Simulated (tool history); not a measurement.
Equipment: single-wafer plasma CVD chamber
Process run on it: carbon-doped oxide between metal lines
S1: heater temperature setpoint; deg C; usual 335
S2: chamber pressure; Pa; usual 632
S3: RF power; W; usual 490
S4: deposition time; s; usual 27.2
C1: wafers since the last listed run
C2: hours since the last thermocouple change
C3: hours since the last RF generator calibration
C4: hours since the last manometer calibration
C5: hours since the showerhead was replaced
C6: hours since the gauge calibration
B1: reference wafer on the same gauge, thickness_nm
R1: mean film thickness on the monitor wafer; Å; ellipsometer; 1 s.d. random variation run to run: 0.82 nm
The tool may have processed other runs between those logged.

| run | hour | S1 | S2 | S3 | S4 | C1 | C2 | C3 | C4 | C5 | C6 | B1 | R1 |
|---|---|---|---|---|---|---|---|---|---|---|---|---|---|
| 1 | 0 | 335 | 632 | 490 | 27.2 | 0 | 1519.4 | 249.7 | 1395.2 | 2119.8 | 1399.5 | 159.567 | 1365.89 |
|  | 52.7 | capacitance manometer re-zeroed and calibrated |
| 2 | 81.7 | 335 | 632 | 490 | 27.2 | 1882 | 1601.1 | 331.4 | 29 | 2201.5 | 1481.2 | 159.273 | 1373.2 |
| 3 | 161.2 | 335 | 632 | 490 | 27.2 | 2030 | 1680.6 | 410.9 | 108.5 | 2281 | 1560.7 | 159.559 | 1359.06 |
| 4 | 237.5 | 335 | 632 | 490 | 27.2 | 1949 | 1756.9 | 487.2 | 184.8 | 2357.3 | 1637 | 159.261 | 1357.87 |
| 5 | 311.5 | 335 | 632 | 490 | 27.2 | 1890 | 1830.9 | 561.2 | 258.8 | 2431.3 | 1711 | 159.236 | 1363.99 |
| 6 | 382.7 | 335 | 632 | 490 | 27.2 | 1818 | 1902.1 | 632.4 | 330 | 2502.5 | 1782.2 | 159.123 | 1353.71 |
| 7 | 429.8 | 335 | 632 | 490 | 27.2 | 1203 | 1949.2 | 679.5 | 377.1 | 2549.6 | 1829.3 | 159.117 | 1353.38 |
| 8 | 484.5 | 335 | 632 | 490 | 27.2 | 1397 | 2003.9 | 734.2 | 431.8 | 2604.3 | 1884 | 159.119 | 1362.17 |
| 9 | 543 | 335 | 632 | 490 | 27.2 | 1494 | 2062.4 | 792.7 | 490.3 | 2662.8 | 1942.5 | 159.117 | 1360.15 |
| 10 | 583.6 | 335 | 632 | 490 | 27.2 | 1037 | 2103 | 833.3 | 530.9 | 2703.4 | 1983.1 | 158.743 | 1358.76 |
| 11 | 640.5 | 330 | 632 | 490 | 27.2 | 1453 | 2159.9 | 890.2 | 587.8 | 2760.3 | 2040 | 158.86 | 1379.02 |
| 12 | 711.2 | 335 | 632 | 490 | 31.1 | 1806 | 2230.6 | 960.9 | 658.5 | 2831 | 2110.7 | 158.735 | 1556.72 |
| 13 | 785.3 | 322 | 773 | 540 | 24.7 | 1892 | 2304.7 | 1035 | 732.6 | 2905.1 | 2184.8 | 158.657 | 1438.76 |
|  | 811.5 | thermocouple changed; heater temperature recalibrated |
| 14 | 833.1 | 345 | 557 | 580 | 31.2 | 1016 | 21.6 | 1082.8 | 780.4 | 2952.9 | 2232.6 | 158.765 | 1674.33 |
| 15 | 938.8 | 335 | 632 | 490 | 27.2 | 2700 | 127.3 | 1188.5 | 886.1 | 3058.6 | 2338.3 | 158.652 | 1365.16 |
|  | 1038.1 | showerhead replaced |
| 16 | 1039.6 | 322 | 529 | 560 | 31.7 | 2370 | 228.1 | 1289.3 | 986.9 | 1.5 | 2439.1 | 158.844 | 1780.93 |
|  | 1115.2 | gauge calibrated |
| 17 | 1218.6 | 343 | 632 | 445 | 27.2 | 4572 | 407.1 | 1468.3 | 1165.9 | 180.5 | 103.4 | 163.283 | 1246.61 |

Forecast run 18:
|  | 1244.1 | RF generator calibrated |
|  | 1250.2 | capacitance manometer re-zeroed and calibrated |
| 18 | 1286.8 | 331 | 513 | 435 | 23 | 1381 | 475.3 | 42.7 | 36.6 | 248.7 | 171.6 | ? | ? |

{"run 18": {"B1": 162.652, "R1": 1057.61}}
Minus the tool's unlogged condition, the same run would have read R1 1066.88 Å.

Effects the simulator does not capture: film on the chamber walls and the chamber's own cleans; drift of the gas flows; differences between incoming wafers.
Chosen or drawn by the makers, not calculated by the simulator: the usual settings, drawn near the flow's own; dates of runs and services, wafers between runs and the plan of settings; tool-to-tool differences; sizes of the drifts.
